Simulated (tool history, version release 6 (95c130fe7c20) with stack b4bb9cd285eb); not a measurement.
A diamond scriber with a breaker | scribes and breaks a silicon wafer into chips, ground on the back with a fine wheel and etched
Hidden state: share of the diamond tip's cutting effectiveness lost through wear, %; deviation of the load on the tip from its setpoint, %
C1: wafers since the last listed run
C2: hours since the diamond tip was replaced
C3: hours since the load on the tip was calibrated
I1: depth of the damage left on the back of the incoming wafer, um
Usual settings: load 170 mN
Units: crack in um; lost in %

run 1 day=0.000 | load=149 | C1=0 C2=537.6 C3=216.2 | I1=0.48 | crack=11.68 lost=11.60
-- day=2.238 diamond tip replaced by a new one
run 2 day=2.929 | load=170 | C1=186 C2=16.6 C3=286.5 | I1=0.51 | crack=14.60 lost=1.61
run 3 day=4.175 | load=170 | C1=81 C2=46.5 C3=316.4 | I1=0.45 | crack=14.09 lost=1.45
run 4 day=6.733 | load=170 | C1=167 C2=107.9 C3=377.8 | I1=0.79 | crack=13.55 lost=1.35
run 5 day=8.792 | load=170 | C1=134 C2=157.3 C3=427.2 | I1=0.44 | crack=13.84 lost=1.56
run 6 day=11.204 | load=170 | C1=157 C2=215.2 C3=485.1 | I1=0.74 | crack=13.88 lost=1.42
run 7 day=14.038 | load=170 | C1=185 C2=283.2 C3=553.1 | I1=0.68 | crack=13.59 lost=1.61
run 8 day=15.129 | load=170 | C1=71 C2=309.4 C3=579.3 | I1=0.75 | crack=13.57 lost=1.54
run 9 day=17.675 | load=170 | C1=166 C2=370.5 C3=640.4 | I1=0.53 | crack=13.75 lost=1.69
run 10 day=18.746 | load=197 | C1=70 C2=396.2 C3=666.1 | I1=0.55 | crack=15.23 lost=3.70
-- day=20.838 load on the tip recalibrated
run 11 day=21.267 | load=197 | C1=159 C2=456.7 C3=10.3 | I1=0.77 | crack=13.47 lost=1.69
run 12 day=22.275 | load=197 | C1=65 C2=480.9 C3=34.5 | I1=0.33 | crack=13.44 lost=1.70
run 13 day=23.950 | load=170 | C1=109 C2=521.1 C3=74.7 | I1=0.72 | crack=12.24 lost=6.71
-- day=25.075 diamond tip replaced by a new one
run 14 day=25.458 | load=170 | C1=93 C2=9.2 C3=110.9 | I1=0.71 | crack=14.11 lost=1.49
run 15 day=27.175 | load=202 | C1=112 C2=50.4 C3=152.1 | I1=0.38 | crack=15.63 lost=6.01
run 16 day=29.471 | load=189 | C1=150 C2=105.5 C3=207.2 | I1=0.44 | crack=14.94 lost=2.50
run 17 day=32.088 | load=170 | C1=171 C2=168.3 C3=270.0 | I1=0.78 | crack=13.28 lost=1.81
run 18 day=34.338 | load=213 | C1=147 C2=222.3 C3=324.0 | I1=0.46 | crack=15.97 lost=7.11
run 19 day=35.858 | load=170 | C1=99 C2=258.8 C3=360.5 | I1=0.54 | crack=13.57 lost=1.77
run 20 day=37.504 | load=170 | C1=107 C2=298.3 C3=400.0 | I1=0.74 | crack=13.43 lost=1.83
run 21 day=40.488 | load=206 | C1=195 C2=369.9 C3=471.6 | I1=0.71 | crack=15.57 lost=5.17
run 22 day=42.042 | load=149 | C1=101 C2=407.2 C3=508.9 | I1=0.52 | crack=12.42 lost=7.45
run 23 day=43.258 | load=139 | C1=79 C2=436.4 C3=538.1 | I1=0.40 | crack=11.35 lost=12.25
run 24 day=44.633 | load=147 | C1=89 C2=469.4 C3=571.1 | I1=0.51 | crack=12.21 lost=7.43
run 25 day=46.504 | load=186 | C1=122 C2=514.3 C3=616.0 | I1=0.32 | crack=14.74 lost=2.22
-- day=46.854 load on the tip recalibrated
-- day=48.000 diamond tip replaced by a new one
run 26 day=49.383 | load=210 | C1=177 C2=33.2 C3=60.7 | I1=0.42 | crack=16.36 lost=9.21
run 27 day=51.983 | load=132 | C1=170 C2=95.6 C3=123.1 | I1=0.72 | crack=11.20 lost=16.14
run 28 day=54.383 | load=139 | C1=157 C2=153.2 C3=180.7 | I1=0.55 | crack=11.74 lost=13.25

The same runs without the tool's hidden state, with the same run-to-run variation:
run=1 crack=12.63 lost=5.07
run=2 crack=14.33 lost=1.50
run=3 crack=13.98 lost=1.43
run=4 crack=13.68 lost=1.33
run=5 crack=14.10 lost=1.45
run=6 crack=14.23 lost=1.26
run=7 crack=13.98 lost=1.39
run=8 crack=13.95 lost=1.33
run=9 crack=14.12 lost=1.48
run=10 crack=15.62 lost=5.11
run=11 crack=15.60 lost=5.63
run=12 crack=15.52 lost=5.85
run=13 crack=14.07 lost=1.37
run=14 crack=14.03 lost=1.48
run=15 crack=15.77 lost=6.67
run=16 crack=15.29 lost=3.47
run=17 crack=13.72 lost=1.48
run=18 crack=16.57 lost=10.32
run=19 crack=14.11 lost=1.36
run=20 crack=13.96 lost=1.41
run=21 crack=16.14 lost=7.75
run=22 crack=12.85 lost=5.01
run=23 crack=11.71 lost=9.25
run=24 crack=12.56 lost=5.38
run=25 crack=15.11 lost=3.12
run=26 crack=16.45 lost=9.72
run=27 crack=11.47 lost=13.50
run=28 crack=12.16 lost=9.72
